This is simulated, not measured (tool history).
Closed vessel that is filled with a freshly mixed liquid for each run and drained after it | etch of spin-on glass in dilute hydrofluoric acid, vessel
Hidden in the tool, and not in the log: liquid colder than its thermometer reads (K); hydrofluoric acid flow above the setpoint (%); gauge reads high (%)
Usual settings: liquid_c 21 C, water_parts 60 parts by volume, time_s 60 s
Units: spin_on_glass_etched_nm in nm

| run | day | liquid_c | water_parts | time_s | wafers since the last listed run | hours since the thermometer was replaced | hours since the hydrofluoric acid flow meter was replaced | hours since the gauge calibration | read-back film thickness of the spin-on glass reference wafer, read on the same gauge (nm) | spin_on_glass_etched_nm |
|---|---|---|---|---|---|---|---|---|---|---|
| 1 | 0 | 21 | 60 | 60 | 0 | 369.9 | 943.7 | 1086.3 | 60 | 28.26 |
| 2 | 3.612 | 21 | 60 | 60 | 7344 | 456.6 | 1030.4 | 1173 | 59.99 | 28.12 |
|  | 6.129 | hydrofluoric acid flow meter replaced |
| 3 | 12.221 | 21 | 60 | 60 | 17416 | 663.2 | 146.2 | 1379.6 | 60.02 | 27.3 |
| 4 | 15.758 | 21 | 60 | 60 | 7192 | 748.1 | 231.1 | 1464.5 | 60.01 | 27.5 |
| 5 | 17.717 | 21 | 60 | 60 | 3981 | 795.1 | 278.1 | 1511.5 | 60.01 | 27.62 |
| 6 | 20.712 | 21 | 60 | 60 | 6090 | 867 | 350 | 1583.4 | 60.02 | 27.57 |
| 7 | 24.5 | 21 | 60 | 60 | 7700 | 957.9 | 440.9 | 1674.3 | 60.01 | 27.81 |
| 8 | 28.467 | 21 | 60 | 60 | 8064 | 1053.1 | 536.1 | 1769.5 | 59.99 | 27.66 |
| 9 | 30.212 | 21 | 60 | 60 | 3549 | 1095 | 578 | 1811.4 | 59.99 | 27.79 |
| 10 | 34.079 | 21 | 60 | 60 | 7861 | 1187.8 | 670.8 | 1904.2 | 60.02 | 27.76 |
| 11 | 38.425 | 21 | 60 | 60 | 8835 | 1292.1 | 775.1 | 2008.5 | 59.97 | 28.17 |
| 12 | 40.154 | 21 | 60 | 60 | 3515 | 1333.6 | 816.6 | 2050 | 59.99 | 28.09 |
| 13 | 43.45 | 21 | 60 | 60 | 6700 | 1412.7 | 895.7 | 2129.1 | 59.96 | 28.03 |
| 14 | 47.908 | 21 | 60 | 60 | 9064 | 1519.7 | 1002.7 | 2236.1 | 60 | 28.24 |
| 15 | 50.704 | 22.5 | 45 | 60 | 5684 | 1586.8 | 1069.8 | 2303.2 | 60 | 41.01 |
| 16 | 53.279 | 21 | 35 | 60 | 5235 | 1648.6 | 1131.6 | 2365 | 60.01 | 50.19 |
|  | 55.983 | gauge calibrated |
| 17 | 57.233 | 22.5 | 60 | 30 | 8039 | 1743.5 | 1226.5 | 30 | 59.97 | 15.15 |
|  | 58.483 | hydrofluoric acid flow meter replaced |
| 18 | 59.867 | 17 | 45 | 80 | 5269 | 1806.7 | 33.2 | 93.2 | 59.99 | 41.49 |
|  | 61.683 | thermometer replaced |
| 19 | 64.008 | 21 | 60 | 60 | 8335 | 55.8 | 132.6 | 192.6 | 59.98 | 27.32 |
| 20 | 67.646 | 19 | 70 | 75 | 7395 | 143.1 | 219.9 | 279.9 | 59.98 | 26.67 |
| 21 | 70.275 | 24.5 | 45 | 80 | 5345 | 206.2 | 283 | 343 | 59.98 | 57.51 |
| 22 | 77.829 | 21 | 60 | 45 | 15358 | 387.5 | 464.3 | 524.3 | 60.02 | 20.78 |
| 23 | 80.45 | 24 | 60 | 30 | 5328 | 450.4 | 527.2 | 587.2 | 60.02 | 15.69 |
| 24 | 84.321 | 22.5 | 40 | 60 | 7869 | 543.3 | 620.1 | 680.1 | 59.98 | 45.19 |
| 25 | 88.129 | 21 | 60 | 60 | 7742 | 634.7 | 711.5 | 771.5 | 60 | 27.91 |
| 26 | 90.583 | 21 | 45 | 30 | 4989 | 693.6 | 770.4 | 830.4 | 59.98 | 18.88 |
| 27 | 92.412 | 21 | 60 | 60 | 3718 | 737.5 | 814.3 | 874.3 | 59.98 | 28.1 |
|  | 100.75 | hydrofluoric acid flow meter replaced |
| 28 | 105.196 | 21 | 60 | 60 | 25904 | 1044.3 | 106.7 | 1181.1 | 60.01 | 27.19 |

Hidden state or all else? Some run-to-run changes of spin_on_glass_etched_nm, split into what the settings, what came in and random variation would give without the hidden state, and what is left for the hidden state (with any gauge scatter that isn't in both results):
Run 2 -> 3: hydrofluoric acid flow meter replaced. spin_on_glass_etched_nm -0.82 nm: hidden state -0.84, all else +0.02.
Run 16 -> 17: liquid_c 21 -> 22.5, water_parts 35 -> 60, time_s 60 -> 30, gauge calibrated. spin_on_glass_etched_nm -35.04 nm: hidden state -1.41, all else -33.63.
Run 21 -> 22: liquid_c 24.5 -> 21, water_parts 45 -> 60, time_s 80 -> 45. spin_on_glass_etched_nm -36.73 nm: hidden state -0.27, all else -36.46.
